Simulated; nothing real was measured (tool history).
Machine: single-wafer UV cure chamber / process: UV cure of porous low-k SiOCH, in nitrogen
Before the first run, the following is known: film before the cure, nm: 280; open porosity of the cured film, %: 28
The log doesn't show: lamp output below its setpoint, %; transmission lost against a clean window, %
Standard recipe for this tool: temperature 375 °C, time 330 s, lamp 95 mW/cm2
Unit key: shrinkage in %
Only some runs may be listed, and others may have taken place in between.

| run | hour | temperature | time | lamp | wafers since the last listed run | hours since the UV bulbs were replaced | wafers since the quartz window was cleaned | shrinkage |
|---|---|---|---|---|---|---|---|---|
| 1 | 0.0 | 366 | 330 | 95 | 0 | 1854.1 | 2849 | 14.778 |
| 2 | 102.7 | 366 | 330 | 95 | 967 | 1956.8 | 3816 | 15.375 |
|  | 181.5 | UV bulbs replaced |
| 3 | 182.0 | 366 | 330 | 95 | 671 | 0.5 | 4487 | 14.612 |
| 4 | 259.4 | 375 | 175 | 95 | 729 | 77.9 | 5216 | 11.839 |
| 5 | 324.4 | 375 | 175 | 95 | 612 | 142.9 | 5829 | 10.911 |
|  | 355.0 | quartz window cleaned |
| 6 | 413.6 | 375 | 175 | 95 | 764 | 232.1 | 552 | 12.561 |
| 7 | 490.9 | 375 | 330 | 95 | 728 | 309.4 | 1280 | 15.065 |
| 8 | 584.8 | 375 | 330 | 95 | 884 | 403.3 | 2164 | 15.123 |
| 9 | 632.6 | 375 | 330 | 95 | 450 | 451.1 | 2615 | 15.374 |
| 10 | 678.2 | 375 | 330 | 95 | 429 | 496.7 | 3044 | 15.151 |
| 11 | 773.2 | 366 | 330 | 103 | 894 | 591.7 | 3939 | 15.352 |
| 12 | 857.5 | 366 | 330 | 103 | 794 | 676.0 | 4733 | 15.215 |
| 13 | 914.1 | 375 | 330 | 95 | 533 | 732.6 | 5266 | 14.697 |
|  | 1020.1 | quartz window cleaned |
| 14 | 1020.6 | 375 | 330 | 95 | 927 | 839.1 | 4 | 15.608 |
| 15 | 1069.6 | 375 | 330 | 95 | 461 | 888.1 | 466 | 16.221 |
| 16 | 1362.4 | 375 | 330 | 121 | 2757 | 1180.9 | 3224 | 16.625 |
| 17 | 1464.9 | 375 | 330 | 121 | 965 | 1283.4 | 4189 | 16.208 |
| 18 | 1528.1 | 375 | 330 | 95 | 595 | 1346.6 | 4784 | 14.892 |
| 19 | 1589.5 | 375 | 370 | 111 | 578 | 1408.0 | 5363 | 16.312 |
| 20 | 1658.8 | 375 | 370 | 111 | 652 | 1477.3 | 6015 | 16.160 |
|  | 1723.5 | quartz window cleaned |
| 21 | 1738.6 | 360 | 235 | 95 | 676 | 1557.1 | 142 | 13.356 |
| 22 | 1800.0 | 390 | 330 | 95 | 578 | 1618.5 | 720 | 16.792 |
| 23 | 1872.1 | 375 | 330 | 95 | 679 | 1690.6 | 1399 | 15.596 |
| 24 | 1930.1 | 375 | 330 | 95 | 546 | 1748.6 | 1945 | 15.461 |
| 25 | 2034.0 | 375 | 330 | 95 | 978 | 1852.5 | 2924 | 15.792 |
|  | 2086.7 | UV bulbs replaced |
| 26 | 2119.1 | 382 | 330 | 95 | 726 | 32.4 | 3650 | 15.379 |
| 27 | 2222.3 | 382 | 195 | 95 | 972 | 135.6 | 4622 | 12.621 |
| 28 | 2270.2 | 375 | 130 | 82 | 451 | 183.5 | 5073 | 9.296 |
| 29 | 2369.1 | 375 | 160 | 57 | 931 | 282.4 | 6005 | 8.474 |
|  | 2432.8 | quartz window cleaned |
| 30 | 2440.7 | 375 | 275 | 95 | 599 | 354.0 | 74 | 14.662 |
| 31 | 2483.0 | 362 | 245 | 95 | 398 | 396.3 | 472 | 13.773 |
| 32 | 2585.8 | 360 | 330 | 95 | 968 | 499.1 | 1440 | 15.141 |
| 33 | 2673.4 | 375 | 330 | 95 | 825 | 586.7 | 2265 | 15.850 |
| 34 | 2760.9 | 385 | 330 | 60 | 824 | 674.2 | 3090 | 12.647 |
| 35 | 2830.8 | 366 | 330 | 103 | 658 | 744.1 | 3748 | 15.422 |
| 36 | 2884.3 | 360 | 235 | 95 | 503 | 797.6 | 4252 | 12.693 |
| 37 | 2936.9 | 367 | 330 | 95 | 495 | 850.2 | 4747 | 14.823 |
| 38 | 2991.5 | 375 | 330 | 78 | 514 | 904.8 | 5262 | 13.837 |
|  | 3041.7 | quartz window cleaned |
| 39 | 3081.3 | 375 | 515 | 95 | 770 | 994.6 | 373 | 18.261 |
| 40 | 3175.2 | 390 | 330 | 110 | 884 | 1088.5 | 1257 | 16.999 |
| 41 | 3235.5 | 382 | 140 | 65 | 567 | 1148.8 | 1825 | 9.275 |

Alternative continuations, all from the tool just after run 41; predict every row:
| A | 3236.0 | 375 | 210 | 95 | 4 | 1149.3 | 1830 | ? |
| B | 3236.0 | 375 | 330 | 72 | 4 | 1149.3 | 1830 | ? |
| C | 3236.0 | 362 | 330 | 115 | 4 | 1149.3 | 1830 | ? |
| D | 3236.0 | 359 | 260 | 117 | 4 | 1149.3 | 1830 | ? |
| E | 3236.0 | 375 | 200 | 80 | 4 | 1149.3 | 1830 | ? |

| run | shrinkage |
|---|---|
| A | 12.705 |
| B | 13.607 |
| C | 15.799 |
| D | 14.547 |
| E | 11.587 |
With no hidden state in the tool, these same runs would have given:
| run | shrinkage |
|---|---|
| A | 13.125 |
| B | 14.034 |
| C | 16.242 |
| D | 14.981 |
| E | 11.999 |

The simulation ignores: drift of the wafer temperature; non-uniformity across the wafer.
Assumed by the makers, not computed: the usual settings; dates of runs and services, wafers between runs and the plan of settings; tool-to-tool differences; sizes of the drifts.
